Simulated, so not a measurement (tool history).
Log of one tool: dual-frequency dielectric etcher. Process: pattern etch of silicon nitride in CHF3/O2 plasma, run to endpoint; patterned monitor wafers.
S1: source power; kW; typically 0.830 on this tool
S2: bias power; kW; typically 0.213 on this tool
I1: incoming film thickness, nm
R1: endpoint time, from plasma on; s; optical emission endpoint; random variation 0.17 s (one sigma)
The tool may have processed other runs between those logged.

run,hour,S1,S2,I1,R1
1,0.0,0.830,0.213,72.4,41.3
2,53.3,0.830,0.213,72.9,41.1
3,114.5,0.830,0.213,72.4,40.9
4,321.8,0.830,0.213,73.0,40.8
# hour 482.7: upper electrode replaced
# hour 524.9: wet clean of the chamber
5,525.4,0.830,0.213,72.3,41.3
6,565.5,0.970,0.213,73.0,38.8
7,623.9,0.970,0.213,72.3,38.1
8,685.4,0.970,0.213,72.8,38.3
9,814.6,0.830,0.213,72.1,40.6
# hour 829.6: source power generator calibrated
10,860.7,0.830,0.213,72.7,39.8
11,902.6,0.830,0.213,72.4,39.2
12,950.0,0.830,0.213,72.5,39.1
13,981.1,0.830,0.213,72.6,38.9
# hour 1021.3: wet clean of the chamber
14,1026.9,0.830,0.213,72.1,40.2
15,1079.3,0.830,0.213,72.3,40.0
# hour 1090.3: bias power generator calibrated
16,1129.1,0.970,0.213,72.6,37.4
17,1210.3,0.930,0.213,72.4,37.9
18,1266.8,0.710,0.213,72.6,43.2
19,1315.4,0.710,0.199,72.4,43.5
20,1364.1,0.980,0.173,72.7,39.5
21,1410.6,1.000,0.240,72.9,34.7
22,1447.8,0.910,0.252,72.3,35.1
23,1488.4,0.720,0.257,72.4,39.0
24,1540.6,0.830,0.213,72.7,38.9
# hour 1592.8: wet clean of the chamber
25,1593.3,1.000,0.213,72.8,37.5
26,1613.9,0.830,0.176,72.4,43.8
27,1653.8,1.000,0.197,72.0,38.3
28,1713.4,0.830,0.213,72.2,40.3
29,1764.8,0.960,0.170,72.7,41.1
30,1819.9,0.830,0.166,72.3,44.2
31,1846.9,0.630,0.160,72.2,51.3
32,1907.5,0.720,0.213,72.4,42.6
33,1954.5,0.830,0.213,71.9,39.5
34,2002.9,0.830,0.168,71.9,43.0
35,2070.8,0.960,0.190,73.2,38.8

Measured minus without-hidden-state, run by run (identical run-to-run variation in each term; gauge scatter may differ):
What the log doesn't record here: etch rate over this chamber's usual, %; source power that arrives over what is set, %; bias power that arrives over what is set, %.
run,R1
1,+0.8
2,+0.6
3,+0.5
4,-0.1
5,+1.0
6,+0.9
7,+0.7
8,+0.5
9,+0.2
10,-1.2
11,-1.3
12,-1.4
13,-1.5
14,-0.1
15,-0.3
16,-0.3
17,-0.6
18,-0.9
19,-1.0
20,-1.0
21,-1.0
22,-1.2
23,-1.4
24,-1.6
25,+0.2
26,+0.2
27,+0.1
28,+0.0
29,-0.2
30,-0.4
31,-0.6
32,-0.7
33,-0.7
34,-1.0
35,-1.1

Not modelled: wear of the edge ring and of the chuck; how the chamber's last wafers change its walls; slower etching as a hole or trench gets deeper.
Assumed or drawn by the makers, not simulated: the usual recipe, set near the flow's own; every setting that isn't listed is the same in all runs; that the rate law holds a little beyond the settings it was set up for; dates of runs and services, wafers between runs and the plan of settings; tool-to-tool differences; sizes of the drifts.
